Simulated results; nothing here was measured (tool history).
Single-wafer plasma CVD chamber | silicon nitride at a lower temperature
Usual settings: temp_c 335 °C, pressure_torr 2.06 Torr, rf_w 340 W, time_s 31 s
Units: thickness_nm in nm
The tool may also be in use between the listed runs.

| run | hour | temp_c | pressure_torr | rf_w | time_s | wafers since the last listed run | hours since the last thermocouple change | hours since the last RF generator calibration | hours since the last manometer calibration | hours since the showerhead was replaced | hours since the gauge calibration | read-back reference wafer on the same gauge, thickness_nm | thickness_nm |
|---|---|---|---|---|---|---|---|---|---|---|---|---|---|
| 1 | 0 | 335 | 2.06 | 340 | 34.2 | 0 | 1969.2 | 363 | 927.3 | 2742.3 | 615.1 | 42.885 | 50.934 |
| 2 | 96.7 | 335 | 2.06 | 340 | 34.2 | 3410 | 2065.9 | 459.7 | 1024 | 2839 | 711.8 | 42.875 | 51.055 |
| 3 | 177.3 | 335 | 2.06 | 340 | 31 | 2842 | 2146.5 | 540.3 | 1104.6 | 2919.6 | 792.4 | 42.97 | 46.041 |
| 4 | 261.8 | 335 | 2.06 | 340 | 31 | 2980 | 2231 | 624.8 | 1189.1 | 3004.1 | 876.9 | 42.88 | 46.298 |
| 5 | 359.9 | 335 | 2.06 | 340 | 31 | 3460 | 2329.1 | 722.9 | 1287.2 | 3102.2 | 975 | 42.85 | 46.048 |
| 6 | 396.1 | 335 | 2.06 | 340 | 32.9 | 1276 | 2365.3 | 759.1 | 1323.4 | 3138.4 | 1011.2 | 42.762 | 49.406 |
| 7 | 489.8 | 335 | 2.06 | 340 | 28.5 | 3304 | 2459 | 852.8 | 1417.1 | 3232.1 | 1104.9 | 42.911 | 42.976 |
| 8 | 547.7 | 335 | 2.06 | 340 | 31 | 2042 | 2516.9 | 910.7 | 1475 | 3290 | 1162.8 | 42.879 | 46.02 |
| 9 | 585.8 | 335 | 2.06 | 385 | 31 | 1343 | 2555 | 948.8 | 1513.1 | 3328.1 | 1200.9 | 42.953 | 51.657 |
|  | 630.6 | thermocouple changed; heater temperature recalibrated |
| 10 | 666.7 | 335 | 2.06 | 385 | 31 | 2571 | 36.1 | 1029.7 | 1594 | 3409 | 1281.8 | 42.89 | 51.727 |
| 11 | 715.5 | 335 | 2.06 | 340 | 31 | 1721 | 84.9 | 1078.5 | 1642.8 | 3457.8 | 1330.6 | 43.019 | 46.227 |
|  | 732.2 | gauge calibrated |
|  | 780.6 | RF generator calibrated |
| 12 | 786.4 | 335 | 2.06 | 340 | 31 | 2218 | 155.8 | 5.8 | 1713.7 | 3528.7 | 54.2 | 42.942 | 46.077 |
| 13 | 891.2 | 335 | 2.06 | 340 | 31 | 3696 | 260.6 | 110.6 | 1818.5 | 3633.5 | 159 | 42.878 | 46.107 |
| 14 | 933.8 | 335 | 2.06 | 340 | 31 | 1502 | 303.2 | 153.2 | 1861.1 | 3676.1 | 201.6 | 42.91 | 45.681 |
| 15 | 985.3 | 335 | 2.25 | 400 | 26.2 | 1816 | 354.7 | 204.7 | 1912.6 | 3727.6 | 253.1 | 42.86 | 45.934 |
| 16 | 1051.4 | 335 | 2.06 | 385 | 34.7 | 2331 | 420.8 | 270.8 | 1978.7 | 3793.7 | 319.2 | 42.923 | 57.165 |
| 17 | 1095 | 335 | 2.06 | 340 | 28.5 | 1537 | 464.4 | 314.4 | 2022.3 | 3837.3 | 362.8 | 42.937 | 42.737 |
| 18 | 1131.6 | 335 | 2.3 | 295 | 36.2 | 1290 | 501 | 351 | 2058.9 | 3873.9 | 399.4 | 42.948 | 47.722 |
| 19 | 1194.6 | 335 | 2.23 | 390 | 25.9 | 2222 | 564 | 414 | 2121.9 | 3936.9 | 462.4 | 42.904 | 44.153 |
|  | 1218.6 | capacitance manometer re-zeroed and calibrated |
| 20 | 1262.4 | 335 | 2.38 | 340 | 34.2 | 2109 | 631.8 | 481.8 | 43.8 | 4004.7 | 530.2 | 42.86 | 52.607 |
|  | 1276.5 | showerhead replaced |
| 21 | 1300 | 335 | 1.71 | 340 | 28.7 | 1044 | 669.4 | 519.4 | 81.4 | 23.5 | 567.8 | 42.878 | 41.003 |
| 22 | 1381.1 | 330 | 1.93 | 340 | 25.3 | 2860 | 750.5 | 600.5 | 162.5 | 104.6 | 648.9 | 42.783 | 37.637 |
| 23 | 1475.6 | 324 | 2.06 | 360 | 31 | 3333 | 845 | 695 | 257 | 199.1 | 743.4 | 42.911 | 48.534 |
| 24 | 1577.2 | 324 | 2.06 | 360 | 31 | 3583 | 946.6 | 796.6 | 358.6 | 300.7 | 845 | 42.866 | 49.007 |
| 25 | 1654.2 | 341 | 2.06 | 395 | 33.6 | 2715 | 1023.6 | 873.6 | 435.6 | 377.7 | 922 | 42.877 | 56.991 |

The next listed run, before its measurement:
| 26 | 1715.1 | 324 | 2.06 | 295 | 25 | 2148 | 1084.5 | 934.5 | 496.5 | 438.6 | 982.9 | ? | ? |

Run 26 gave read-back reference wafer on the same gauge, thickness_nm 42.778, thickness_nm 32.342 nm.
Without the tool's hidden state the same run would have given thickness_nm 32.342 nm.
